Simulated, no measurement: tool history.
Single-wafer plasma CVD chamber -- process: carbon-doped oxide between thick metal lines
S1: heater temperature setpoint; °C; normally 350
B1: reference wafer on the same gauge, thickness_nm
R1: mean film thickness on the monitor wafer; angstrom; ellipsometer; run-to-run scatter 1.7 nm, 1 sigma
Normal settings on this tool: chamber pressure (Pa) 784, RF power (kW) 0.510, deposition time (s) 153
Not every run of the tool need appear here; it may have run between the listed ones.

Run 1, hour 0.0: usual settings but deposition time (s) 168; B1 679.683. Result: R1 8342.34 angstrom.
Run 2, hour 15.8: usual settings but deposition time (s) 168; B1 680.186. Result: R1 8318.40 angstrom.
Run 3, hour 36.6: usual settings; B1 679.887. Result: R1 7574.88 angstrom.
Run 4, hour 67.9: usual settings but chamber pressure (Pa) 645, deposition time (s) 143; B1 679.909. Result: R1 6760.69 angstrom.
Run 5, hour 84.7: usual settings but chamber pressure (Pa) 645, deposition time (s) 143; B1 680.220. Result: R1 6750.38 angstrom.
Run 6, hour 110.8: usual settings but chamber pressure (Pa) 645, deposition time (s) 143; B1 679.757. Result: R1 6736.05 angstrom.
Run 7, hour 130.3: usual settings; B1 680.062. Result: R1 7547.63 angstrom.
At hour 139.7: showerhead replaced.
At hour 142.9: capacitance manometer re-zeroed and calibrated.
Run 8, hour 158.9: usual settings; B1 679.905. Result: R1 7475.15 angstrom.
At hour 184.9: gauge calibrated.
Run 9, hour 188.0: usual settings but S1 364 °C; B1 680.167. Result: R1 7293.13 angstrom.
At hour 203.9: RF generator calibrated.
Run 10, hour 204.4: usual settings; B1 680.339. Result: R1 7837.61 angstrom.
At hour 215.3: thermocouple changed; heater temperature recalibrated.
Run 11, hour 236.8: usual settings but S1 361 °C, RF power (kW) 0.420; B1 679.851. Result: R1 6655.62 angstrom.
Run 12, hour 257.2: usual settings but S1 338 °C, chamber pressure (Pa) 625, RF power (kW) 0.595, deposition time (s) 161; B1 680.111. Result: R1 8861.26 angstrom.
Run 13, hour 271.2: usual settings; B1 679.913. Result: R1 7830.66 angstrom.
Run 14, hour 296.4: usual settings but S1 357 °C, RF power (kW) 0.555; B1 679.352. Result: R1 8167.60 angstrom.
Run 15, hour 338.6: usual settings; B1 679.841. Result: R1 7839.09 angstrom.
Run 16, hour 356.3: usual settings but S1 339 °C, chamber pressure (Pa) 901, RF power (kW) 0.465, deposition time (s) 129; B1 680.140. Result: R1 6518.15 angstrom.

Below are 5 alternative next runs, each starting from the tool's condition after run 16. Predict each:
Run A, hour 356.7: usual settings but chamber pressure (Pa) 953; B1 ?. Result: R1 ?.
Run B, hour 356.7: usual settings but chamber pressure (Pa) 880; B1 ?. Result: R1 ?.
Run C, hour 356.7: usual settings but deposition time (s) 143; B1 ?. Result: R1 ?.
Run D, hour 356.7: usual settings but S1 358 °C, chamber pressure (Pa) 963, deposition time (s) 136; B1 ?. Result: R1 ?.
Run E, hour 356.7: usual settings but S1 357 °C, chamber pressure (Pa) 865, RF power (kW) 0.610; B1 ?. Result: R1 ?.

run       B1       R1
  A  679.131  8036.69
  B  679.131  7972.12
  C  679.131  7331.99
  D  679.131  7031.62
  E  679.131  8778.59
Without the tool's unlogged condition, the same runs would have read:
run       R1
  A  8131.55
  B  8066.22
  C  7418.53
  D  7114.62
  E  8878.97
